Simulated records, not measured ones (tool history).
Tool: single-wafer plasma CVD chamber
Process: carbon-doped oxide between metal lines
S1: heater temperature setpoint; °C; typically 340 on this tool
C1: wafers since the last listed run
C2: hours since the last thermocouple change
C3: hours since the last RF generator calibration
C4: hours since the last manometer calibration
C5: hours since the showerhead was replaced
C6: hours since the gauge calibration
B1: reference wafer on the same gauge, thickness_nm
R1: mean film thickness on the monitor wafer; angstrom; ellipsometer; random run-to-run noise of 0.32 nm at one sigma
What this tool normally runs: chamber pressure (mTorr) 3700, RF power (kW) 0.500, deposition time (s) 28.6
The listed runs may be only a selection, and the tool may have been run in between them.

Run 1, hour 0.0: usual settings; C1 0; C2 921.4; C3 908.2; C4 2364.5; C5 6697.2; C6 142.8; B1 154.018. Result: R1 1391.05 angstrom.
Run 2, hour 6.0: usual settings; C1 139; C2 927.4; C3 914.2; C4 2370.5; C5 6703.2; C6 148.8; B1 154.004. Result: R1 1390.22 angstrom.
Run 3, hour 15.4: usual settings; C1 218; C2 936.8; C3 923.6; C4 2379.9; C5 6712.6; C6 158.2; B1 153.992. Result: R1 1387.43 angstrom.
Run 4, hour 29.5: usual settings; C1 327; C2 950.9; C3 937.7; C4 2394.0; C5 6726.7; C6 172.3; B1 153.956. Result: R1 1387.29 angstrom.
Run 5, hour 47.3: usual settings; C1 413; C2 968.7; C3 955.5; C4 2411.8; C5 6744.5; C6 190.1; B1 153.990. Result: R1 1381.64 angstrom.
Run 6, hour 54.1: usual settings; C1 157; C2 975.5; C3 962.3; C4 2418.6; C5 6751.3; C6 196.9; B1 154.091. Result: R1 1387.41 angstrom.
Run 7, hour 64.5: usual settings but chamber pressure (mTorr) 3080; C1 241; C2 985.9; C3 972.7; C4 2429.0; C5 6761.7; C6 207.3; B1 153.978. Result: R1 1349.35 angstrom.
Run 8, hour 71.3: usual settings but chamber pressure (mTorr) 3080; C1 157; C2 992.7; C3 979.5; C4 2435.8; C5 6768.5; C6 214.1; B1 153.890. Result: R1 1341.92 angstrom.
Run 9, hour 81.2: usual settings but chamber pressure (mTorr) 3080; C1 229; C2 1002.6; C3 989.4; C4 2445.7; C5 6778.4; C6 224.0; B1 153.925. Result: R1 1345.39 angstrom.
At hour 93.5: showerhead replaced.
At hour 102.6: capacitance manometer re-zeroed and calibrated.
Run 10, hour 103.1: usual settings but S1 328 °C; C1 136; C2 1024.5; C3 1011.3; C4 0.5; C5 9.6; C6 245.9; B1 154.076. Result: R1 1452.22 angstrom.
Run 11, hour 134.7: usual settings but S1 328 °C; C1 733; C2 1056.1; C3 1042.9; C4 32.1; C5 41.2; C6 277.5; B1 154.050. Result: R1 1442.84 angstrom.
Run 12, hour 142.3: usual settings but S1 328 °C; C1 176; C2 1063.7; C3 1050.5; C4 39.7; C5 48.8; C6 285.1; B1 154.097. Result: R1 1438.25 angstrom.
At hour 150.6: thermocouple changed; heater temperature recalibrated.
At hour 159.5: RF generator calibrated.
Run 13, hour 160.0: usual settings; C1 39; C2 9.4; C3 0.5; C4 57.4; C5 66.5; C6 302.8; B1 153.845. Result: R1 1438.51 angstrom.
At hour 171.3: gauge calibrated.
Run 14, hour 172.2: usual settings but S1 354 °C, chamber pressure (mTorr) 2860, deposition time (s) 33.8; C1 283; C2 21.6; C3 12.7; C4 69.6; C5 78.7; C6 0.9; B1 154.027. Result: R1 1562.86 angstrom.
Run 15, hour 185.7: usual settings but S1 334 °C, RF power (kW) 0.550, deposition time (s) 31.3; C1 313; C2 35.1; C3 26.2; C4 83.1; C5 92.2; C6 14.4; B1 153.960. Result: R1 1677.52 angstrom.
Run 16, hour 199.9: usual settings; C1 329; C2 49.3; C3 40.4; C4 97.3; C5 106.4; C6 28.6; B1 154.028. Result: R1 1437.58 angstrom.
Run 17, hour 206.2: usual settings; C1 146; C2 55.6; C3 46.7; C4 103.6; C5 112.7; C6 34.9; B1 153.898. Result: R1 1435.26 angstrom.
Run 18, hour 212.6: usual settings but S1 349 °C, chamber pressure (mTorr) 3220, RF power (kW) 0.550, deposition time (s) 32.7; C1 148; C2 62.0; C3 53.1; C4 110.0; C5 119.1; C6 41.3; B1 154.041. Result: R1 1621.40 angstrom.
Run 19, hour 228.5: usual settings but RF power (kW) 0.580; C1 369; C2 77.9; C3 69.0; C4 125.9; C5 135.0; C6 57.2; B1 154.006. Result: R1 1539.08 angstrom.
Run 20, hour 259.4: usual settings but chamber pressure (mTorr) 3450, deposition time (s) 33.7; C1 717; C2 108.8; C3 99.9; C4 156.8; C5 165.9; C6 88.1; B1 153.990. Result: R1 1662.74 angstrom.
Run 21, hour 268.4: usual settings but S1 333 °C; C1 208; C2 117.8; C3 108.9; C4 165.8; C5 174.9; C6 97.1; B1 153.989. Result: R1 1472.13 angstrom.
Run 22, hour 280.7: usual settings but deposition time (s) 30.1; C1 285; C2 130.1; C3 121.2; C4 178.1; C5 187.2; C6 109.4; B1 153.842. Result: R1 1504.97 angstrom.
Run 23, hour 295.0: usual settings but S1 329 °C, chamber pressure (mTorr) 2840, RF power (kW) 0.435, deposition time (s) 32.3; C1 332; C2 144.4; C3 135.5; C4 192.4; C5 201.5; C6 123.7; B1 154.067. Result: R1 1511.56 angstrom.
Run 24, hour 304.9: usual settings; C1 229; C2 154.3; C3 145.4; C4 202.3; C5 211.4; C6 133.6; B1 154.011. Result: R1 1431.60 angstrom.

Selected run-to-run steps in R1, each split into two signed amounts: the part the tool would show with no hidden state at all (from settings, incoming material and random variation), and the remainder, which goes to the hidden state together with any gauge scatter not common to the measured and the hidden-state-free results:
Hidden state at play: wafer temperature above the value expected at the setpoint (K); delivered RF power above the setpoint (%); true pressure above the setpoint (%); gauge reads high (%).
Run 9 -> 10: S1 340 -> 328, chamber pressure (mTorr) 3080 -> 3700, showerhead replaced, capacitance manometer re-zeroed and calibrated. R1 +106.83 angstrom: hidden state -5.52, all else +112.35.
Run 12 -> 13: S1 328 -> 340, thermocouple changed; heater temperature recalibrated, RF generator calibrated. R1 +0.26 angstrom: hidden state +59.42, all else -59.16.
Run 15 -> 16: S1 334 -> 340, RF power (kW) 0.550 -> 0.500, deposition time (s) 31.3 -> 28.6. R1 -239.94 angstrom: hidden state -0.26, all else -239.68.
Run 20 -> 21: S1 340 -> 333, chamber pressure (mTorr) 3450 -> 3700, deposition time (s) 33.7 -> 28.6. R1 -190.61 angstrom: hidden state +0.45, all else -191.06.
